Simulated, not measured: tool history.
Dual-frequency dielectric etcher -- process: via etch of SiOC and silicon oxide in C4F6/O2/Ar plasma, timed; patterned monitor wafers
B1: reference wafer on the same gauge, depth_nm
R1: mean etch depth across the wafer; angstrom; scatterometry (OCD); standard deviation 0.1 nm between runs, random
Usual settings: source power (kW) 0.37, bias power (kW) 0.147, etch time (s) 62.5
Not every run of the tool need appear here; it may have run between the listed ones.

run 1 hour=0 | source_power_(kW)=0.37 bias_power_(kW)=0.147 etch_time_(s)=72 | B1=57.2 | R1=791
run 2 hour=20.6 | source_power_(kW)=0.37 bias_power_(kW)=0.125 etch_time_(s)=62.5 | B1=57.2 | R1=667
run 3 hour=55.4 | source_power_(kW)=0.37 bias_power_(kW)=0.125 etch_time_(s)=62.5 | B1=57.2 | R1=666
run 4 hour=77.7 | source_power_(kW)=0.37 bias_power_(kW)=0.173 etch_time_(s)=58.5 | B1=57.2 | R1=663
run 5 hour=101.5 | source_power_(kW)=0.37 bias_power_(kW)=0.173 etch_time_(s)=58.5 | B1=57.2 | R1=667
-- hour=117.1 source power generator calibrated
-- hour=152.7 upper electrode replaced
-- hour=173 wet clean of the chamber
run 6 hour=175.7 | source_power_(kW)=0.37 bias_power_(kW)=0.147 etch_time_(s)=62.5 | B1=57.2 | R1=671
run 7 hour=207.9 | source_power_(kW)=0.37 bias_power_(kW)=0.147 etch_time_(s)=62.5 | B1=57.2 | R1=673
run 8 hour=226.6 | source_power_(kW)=0.37 bias_power_(kW)=0.147 etch_time_(s)=62.5 | B1=57.2 | R1=671
-- hour=246.7 bias power generator calibrated
run 9 hour=254.8 | source_power_(kW)=0.37 bias_power_(kW)=0.147 etch_time_(s)=62.5 | B1=57.2 | R1=674
-- hour=256.5 gauge calibrated
run 10 hour=277.9 | source_power_(kW)=0.37 bias_power_(kW)=0.123 etch_time_(s)=71 | B1=57.2 | R1=744
run 11 hour=310.1 | source_power_(kW)=0.34 bias_power_(kW)=0.173 etch_time_(s)=62.5 | B1=57.2 | R1=676
run 12 hour=326.7 | source_power_(kW)=0.37 bias_power_(kW)=0.147 etch_time_(s)=46.5 | B1=57.2 | R1=503
run 13 hour=354.2 | source_power_(kW)=0.29 bias_power_(kW)=0.147 etch_time_(s)=62.5 | B1=57.2 | R1=616
run 14 hour=383.1 | source_power_(kW)=0.41 bias_power_(kW)=0.165 etch_time_(s)=44 | B1=57.2 | R1=508

4 ways to go on from here, each from the tool as it stands after run 14. What would each give?
run A hour=383.5 | source_power_(kW)=0.37 bias_power_(kW)=0.147 etch_time_(s)=62.5 | B1=? | R1=?
run B hour=383.5 | source_power_(kW)=0.37 bias_power_(kW)=0.137 etch_time_(s)=47.5 | B1=? | R1=?
run C hour=383.5 | source_power_(kW)=0.33 bias_power_(kW)=0.166 etch_time_(s)=80.5 | B1=? | R1=?
run D hour=383.5 | source_power_(kW)=0.37 bias_power_(kW)=0.122 etch_time_(s)=55.5 | B1=? | R1=?

run=A B1=57.2 R1=678
run=B B1=57.2 R1=509
run=C B1=57.2 R1=856
run=D B1=57.2 R1=582
What these runs would have given with no unlogged condition in the tool:
run=A R1=670
run=B R1=502
run=C R1=845
run=D R1=575
